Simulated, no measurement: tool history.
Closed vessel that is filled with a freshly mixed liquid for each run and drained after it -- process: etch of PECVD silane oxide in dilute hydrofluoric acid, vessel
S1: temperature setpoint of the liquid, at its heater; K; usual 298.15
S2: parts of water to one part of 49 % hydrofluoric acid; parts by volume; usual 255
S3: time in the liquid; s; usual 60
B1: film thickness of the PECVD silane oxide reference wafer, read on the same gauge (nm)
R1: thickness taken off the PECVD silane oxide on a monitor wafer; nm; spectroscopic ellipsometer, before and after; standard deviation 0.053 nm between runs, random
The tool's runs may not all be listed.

{"run": 1, "hour": 0.0, "S1": 298.15, "S2": 255, "S3": 60, "B1": 90.01, "R1": 10.72}
{"run": 2, "hour": 40.7, "S1": 298.15, "S2": 255, "S3": 60, "B1": 90.02, "R1": 10.64}
{"run": 3, "hour": 108.9, "S1": 298.15, "S2": 255, "S3": 60, "B1": 89.99, "R1": 10.69}
{"run": 4, "hour": 170.5, "S1": 298.15, "S2": 255, "S3": 60, "B1": 90.03, "R1": 10.7}
{"run": 5, "hour": 263.5, "S1": 298.15, "S2": 255, "S3": 60, "B1": 90.01, "R1": 10.72}
{"run": 6, "hour": 370.0, "S1": 298.15, "S2": 255, "S3": 60, "B1": 90.03, "R1": 10.66}
{"run": 7, "hour": 419.8, "S1": 298.15, "S2": 255, "S3": 60, "B1": 89.99, "R1": 10.75}
{"run": 8, "hour": 715.8, "S1": 298.15, "S2": 255, "S3": 60, "B1": 90.03, "R1": 10.72}
{"hour": 814.2, "done": "hydrofluoric acid flow meter replaced"}
{"run": 9, "hour": 989.8, "S1": 298.15, "S2": 255, "S3": 60, "B1": 90.05, "R1": 10.42}
{"hour": 991.2, "done": "gauge calibrated"}
{"run": 10, "hour": 1051.3, "S1": 301.65, "S2": 160, "S3": 60, "B1": 89.99, "R1": 21.08}
{"run": 11, "hour": 1108.5, "S1": 302.15, "S2": 255, "S3": 60, "B1": 90.05, "R1": 12.02}
{"run": 12, "hour": 1214.5, "S1": 296.65, "S2": 255, "S3": 60, "B1": 89.99, "R1": 9.85}
{"run": 13, "hour": 1252.2, "S1": 298.15, "S2": 255, "S3": 60, "B1": 90, "R1": 10.51}
{"hour": 1267.6, "done": "thermometer replaced"}
{"run": 14, "hour": 1299.2, "S1": 302.65, "S2": 255, "S3": 60, "B1": 89.98, "R1": 12.27}
{"run": 15, "hour": 1347.7, "S1": 298.15, "S2": 255, "S3": 60, "B1": 90.02, "R1": 10.56}
{"run": 16, "hour": 1416.8, "S1": 300.65, "S2": 345, "S3": 45, "B1": 90.01, "R1": 5.79}
{"run": 17, "hour": 1508.1, "S1": 298.15, "S2": 255, "S3": 60, "B1": 89.98, "R1": 10.42}
{"run": 18, "hour": 1552.7, "S1": 298.15, "S2": 315, "S3": 75, "B1": 89.98, "R1": 9.99}
{"run": 19, "hour": 1612.9, "S1": 295.15, "S2": 145, "S3": 85, "B1": 90.01, "R1": 26.15}
{"run": 20, "hour": 1651.2, "S1": 294.65, "S2": 255, "S3": 95, "B1": 90.03, "R1": 14.68}

A few steps of R1 between consecutive runs. Split each: what settings, incoming material and random variation would produce without the hidden state, and what is left over for the hidden state, along with gauge scatter present in only one of the two compared results (measured, and without hidden state):
Unlogged tool condition in this case: liquid colder than its thermometer reads (K); hydrofluoric acid flow above the setpoint (%); gauge reads high (%).
Run 8 -> 9: hydrofluoric acid flow meter replaced. R1 -0.3 nm: hidden state -0.38, all else +0.08.
Run 18 -> 19: S1 298.15 -> 295.15, S2 315 -> 145, S3 75 -> 85. R1 +16.16 nm: hidden state +0.21, all else +15.95.
Run 19 -> 20: S1 295.15 -> 294.65, S2 145 -> 255, S3 85 -> 95. R1 -11.47 nm: hidden state -0.13, all else -11.34.
